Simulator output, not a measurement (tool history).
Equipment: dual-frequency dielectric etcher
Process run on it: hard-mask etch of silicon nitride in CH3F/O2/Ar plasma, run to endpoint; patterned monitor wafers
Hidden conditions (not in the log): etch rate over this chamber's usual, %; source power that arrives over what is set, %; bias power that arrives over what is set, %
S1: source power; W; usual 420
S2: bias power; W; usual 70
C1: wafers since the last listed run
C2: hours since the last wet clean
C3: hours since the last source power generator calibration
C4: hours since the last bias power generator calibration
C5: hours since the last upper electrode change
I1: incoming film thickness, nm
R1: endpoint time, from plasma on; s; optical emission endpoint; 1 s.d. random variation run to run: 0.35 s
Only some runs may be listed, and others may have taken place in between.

run   hour   S1  S2    C1     C2      C3      C4      C5     I1    R1
  1    0.0  420  70     0  186.5  2975.6  1634.9  2244.8  37.17  53.1
  2   17.7  420  70   278  204.2  2993.3  1652.6  2262.5  36.75  52.0
  3   53.2  420  80   558  239.7  3028.8  1688.1  2298.0  36.98  50.1
  4   67.2  420  70   220  253.7  3042.8  1702.1  2312.0  36.78  51.4
  5   98.4  420  70   490  284.9  3074.0  1733.3  2343.2  36.69  51.9
  6  112.9  420  70   228  299.4  3088.5  1747.8  2357.7  36.99  52.6
  7  147.2  420  70   539  333.7  3122.8  1782.1  2392.0  36.94  52.6
  8  181.2  420  70   535  367.7  3156.8  1816.1  2426.0  37.23  52.8
     256.1  -- source power generator calibrated
     258.3  -- wet clean of the chamber
  9  258.8  420  70  1123    0.5     2.7  1893.7  2503.6  36.66  51.3
 10  264.7  420  70    92    6.4     8.6  1899.6  2509.5  36.86  50.7
 11  278.8  420  70   221   20.5    22.7  1913.7  2523.6  37.12  52.0
 12  302.7  420  58   376   44.4    46.6  1937.6  2547.5  36.95  55.2
 13  316.7  420  58   220   58.4    60.6  1951.6  2561.5  36.97  55.1
 14  333.2  420  83   259   74.9    77.1  1968.1  2578.0  36.74  47.4
 15  358.9  420  83   404  100.6   102.8  1993.8  2603.7  37.31  48.7
 16  391.0  420  83   505  132.7   134.9  2025.9  2635.8  36.88  48.3
 17  418.0  400  70   424  159.7   161.9  2052.9  2662.8  37.14  52.5
 18  440.2  420  60   349  181.9   184.1  2075.1  2685.0  37.12  55.6
 19  462.0  480  75   343  203.7   205.9  2096.9  2706.8  36.56  48.7
 20  487.1  420  70   394  228.8   231.0  2122.0  2731.9  36.73  52.0
 21  503.3  420  70   254  245.0   247.2  2138.2  2748.1  37.00  52.9
     538.0  -- upper electrode replaced
 22  538.5  370  77   176  280.2   282.4  2173.4     0.5  36.83  53.0
 23  538.9  420  57     6  280.6   282.8  2173.8     0.9  36.78  56.4
     545.8  -- bias power generator calibrated
 24  554.9  380  79   188  296.6   298.8     9.1    16.9  37.39  52.8
 25  576.7  420  52   343  318.4   320.6    30.9    38.7  37.13  59.5
 26  590.1  460  85   210  331.8   334.0    44.3    52.1  36.71  47.5
 27  615.3  330  53   396  357.0   359.2    69.5    77.3  36.63  63.5
 28  642.2  420  70   423  383.9   386.1    96.4   104.2  37.12  54.0
 29  669.2  370  70   424  410.9   413.1   123.4   131.2  36.68  55.5
 30  688.9  420  70   310  430.6   432.8   143.1   150.9  36.98  53.4
 31  716.1  480  77   428  457.8   460.0   170.3   178.1  37.27  49.8
     759.2  -- wet clean of the chamber
 32  759.7  510  60   308    0.5   503.6   213.9   221.7  36.36  50.2
 33  760.0  420  70     4    0.8   503.9   214.2   222.0  37.05  51.5
 34  778.8  450  75   295   19.6   522.7   233.0   240.8  36.95  48.8
 35  810.7  320  70   501   51.5   554.6   264.9   272.7  36.88  56.8

Some steps in R1, run to run, broken into two amounts with sign: the step expected even without the hidden condition (settings, incoming material, random variation), and the rest, left for the hidden condition together with whatever gauge scatter is not in both the measured and the hidden-condition-free result:
Run 8 -> 9: source power generator calibrated, wet clean of the chamber. R1 -1.5 s: hidden state -1.9, all else +0.4.
Run 25 -> 26: S1 420 -> 460, S2 52 -> 85. R1 -12.0 s: hidden state -0.4, all else -11.6.
Run 26 -> 27: S1 460 -> 330, S2 85 -> 53. R1 +16.0 s: hidden state +0.8, all else +15.2.
Run 27 -> 28: S1 330 -> 420, S2 53 -> 70. R1 -9.5 s: hidden state -0.3, all else -9.2.
Run 31 -> 32: S1 480 -> 510, S2 77 -> 60, wet clean of the chamber. R1 +0.4 s: hidden state -2.4, all else +2.8.

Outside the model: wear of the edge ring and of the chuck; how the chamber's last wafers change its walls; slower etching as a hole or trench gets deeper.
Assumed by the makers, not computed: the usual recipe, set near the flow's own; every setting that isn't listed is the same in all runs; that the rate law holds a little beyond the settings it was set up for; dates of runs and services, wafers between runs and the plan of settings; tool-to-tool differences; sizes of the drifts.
